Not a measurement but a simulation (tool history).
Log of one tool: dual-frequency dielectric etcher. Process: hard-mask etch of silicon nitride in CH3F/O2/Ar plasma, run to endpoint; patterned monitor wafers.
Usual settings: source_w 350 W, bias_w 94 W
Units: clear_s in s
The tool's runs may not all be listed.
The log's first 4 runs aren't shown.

run     day  source_w  bias_w  wafers since the last listed run  hours since the last wet clean  hours since the last source power generator calibration  hours since the last bias power generator calibration  hours since the last upper electrode change  incoming incoming film thickness, nm  clear_s
  5   2.475       350      94                               225                           275.1                                                   3843.1                                                 3782.0                                       2542.0                                  52.3     77.0
  6   2.858       350      94                               118                           284.3                                                   3852.3                                                 3791.2                                       2551.2                                  52.8     77.7
  7   3.242       350      94                               118                           293.5                                                   3861.5                                                 3800.4                                       2560.4                                  53.0     78.6
  8   3.812       350      94                               176                           307.2                                                   3875.2                                                 3814.1                                       2574.1                                  52.9     78.5
  9   4.088       350      94                                85                           313.8                                                   3881.8                                                 3820.7                                       2580.7                                  52.4     77.7
 10   4.600       350      94                               158                           326.1                                                   3894.1                                                 3833.0                                       2593.0                                  52.4     77.1
 11   5.217       350      94                               190                           340.9                                                   3908.9                                                 3847.8                                       2607.8                                  52.6     77.9
      5.417  -- source power generator calibrated
 12   6.479       350      94                               339                           371.2                                                     25.5                                                 3878.1                                       2638.1                                  52.7     77.7
 13   6.817       350      94                               104                           379.3                                                     33.6                                                 3886.2                                       2646.2                                  52.9     78.1
 14   7.371       350      94                               171                           392.6                                                     46.9                                                 3899.5                                       2659.5                                  52.8     78.0
 15   8.108       390     106                               228                           410.3                                                     64.6                                                 3917.2                                       2677.2                                  52.5     71.0
 16   8.454       350      94                               107                           418.6                                                     72.9                                                 3925.5                                       2685.5                                  52.1     77.7
 17   8.875       270      70                               130                           428.7                                                     83.0                                                 3935.6                                       2695.6                                  52.2     94.7
 18   9.233       310      77                               110                           437.3                                                     91.6                                                 3944.2                                       2704.2                                  52.0     87.8
 19   9.958       380     105                               224                           454.7                                                    109.0                                                 3961.6                                       2721.6                                  52.7     72.8
 20  10.425       280      82                               144                           465.9                                                    120.2                                                 3972.8                                       2732.8                                  52.7     88.0
 21  10.946       350      94                               161                           478.4                                                    132.7                                                 3985.3                                       2745.3                                  52.9     78.6
 22  11.533       350      94                               181                           492.5                                                    146.8                                                 3999.4                                       2759.4                                  52.6     78.2

Run 23 comes next. What will it give?
     11.779  -- bias power generator calibrated
     12.721  -- upper electrode replaced
     13.292  -- wet clean of the chamber
 23  13.312       410      94                                31                             0.5                                                    189.5                                                   36.8                                         14.2                                  52.7        ?

Run 23 gave clear_s 72.9 s.
Without the tool's hidden state the same run would have given clear_s 73.1 s.
